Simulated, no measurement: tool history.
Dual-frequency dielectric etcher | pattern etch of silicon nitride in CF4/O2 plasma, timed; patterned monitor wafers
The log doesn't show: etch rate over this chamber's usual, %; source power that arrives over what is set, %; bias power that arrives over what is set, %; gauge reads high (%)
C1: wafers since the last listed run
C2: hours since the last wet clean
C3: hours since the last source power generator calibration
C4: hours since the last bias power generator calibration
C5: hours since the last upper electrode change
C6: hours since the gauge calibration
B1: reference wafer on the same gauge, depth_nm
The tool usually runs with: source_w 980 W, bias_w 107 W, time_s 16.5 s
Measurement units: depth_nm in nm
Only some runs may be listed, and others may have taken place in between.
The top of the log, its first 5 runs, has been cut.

Run 6, hour 346.4: usual settings; C1 797; C2 221.7; C3 3390.7; C4 3041.9; C5 1503.0; C6 932.1; B1 45.2. Result: depth_nm 49.0 nm.
Run 7, hour 406.7: usual settings but source_w 870 W; C1 914; C2 282.0; C3 3451.0; C4 3102.2; C5 1563.3; C6 992.4; B1 45.2. Result: depth_nm 45.7 nm.
Run 8, hour 507.9: usual settings but source_w 750 W, bias_w 93 W, time_s 12.5 s; C1 1534; C2 383.2; C3 3552.2; C4 3203.4; C5 1664.5; C6 1093.6; B1 45.2. Result: depth_nm 30.6 nm.
At hour 516.9: source power generator calibrated.
Run 9, hour 559.3: usual settings but source_w 1150 W, bias_w 129 W, time_s 19.0 s; C1 718; C2 434.6; C3 42.4; C4 3254.8; C5 1715.9; C6 1145.0; B1 45.2. Result: depth_nm 66.1 nm.
Run 10, hour 627.4: usual settings; C1 1032; C2 502.7; C3 110.5; C4 3322.9; C5 1784.0; C6 1213.1; B1 45.2. Result: depth_nm 49.2 nm.
At hour 689.1: wet clean of the chamber.
Run 11, hour 701.2: usual settings but bias_w 114 W; C1 755; C2 12.1; C3 184.3; C4 3396.7; C5 1857.8; C6 1286.9; B1 45.2. Result: depth_nm 50.1 nm.
At hour 724.4: bias power generator calibrated.
Run 12, hour 772.5: usual settings but bias_w 122 W; C1 1020; C2 83.4; C3 255.6; C4 48.1; C5 1929.1; C6 1358.2; B1 45.2. Result: depth_nm 52.1 nm.
Run 13, hour 827.2: usual settings but bias_w 96 W; C1 829; C2 138.1; C3 310.3; C4 102.8; C5 1983.8; C6 1412.9; B1 45.2. Result: depth_nm 48.1 nm.
Run 14, hour 900.5: usual settings but source_w 1050 W, bias_w 91 W, time_s 14.0 s; C1 1111; C2 211.4; C3 383.6; C4 176.1; C5 2057.1; C6 1486.2; B1 45.2. Result: depth_nm 41.3 nm.
Run 15, hour 964.8: usual settings but source_w 1120 W, bias_w 124 W; C1 975; C2 275.7; C3 447.9; C4 240.4; C5 2121.4; C6 1550.5; B1 45.2. Result: depth_nm 56.5 nm.

For run 16, what comes out?
Run 16, hour 1006.5: usual settings but source_w 810 W, time_s 14.5 s; C1 632; C2 317.4; C3 489.6; C4 282.1; C5 2163.1; C6 1592.2; B1 ?. Result: depth_nm ?.

B1: 45.2
depth_nm: 39.1 nm
With the hidden condition absent and the run-to-run variation left alone, this run would have shown depth_nm 39.4 nm.

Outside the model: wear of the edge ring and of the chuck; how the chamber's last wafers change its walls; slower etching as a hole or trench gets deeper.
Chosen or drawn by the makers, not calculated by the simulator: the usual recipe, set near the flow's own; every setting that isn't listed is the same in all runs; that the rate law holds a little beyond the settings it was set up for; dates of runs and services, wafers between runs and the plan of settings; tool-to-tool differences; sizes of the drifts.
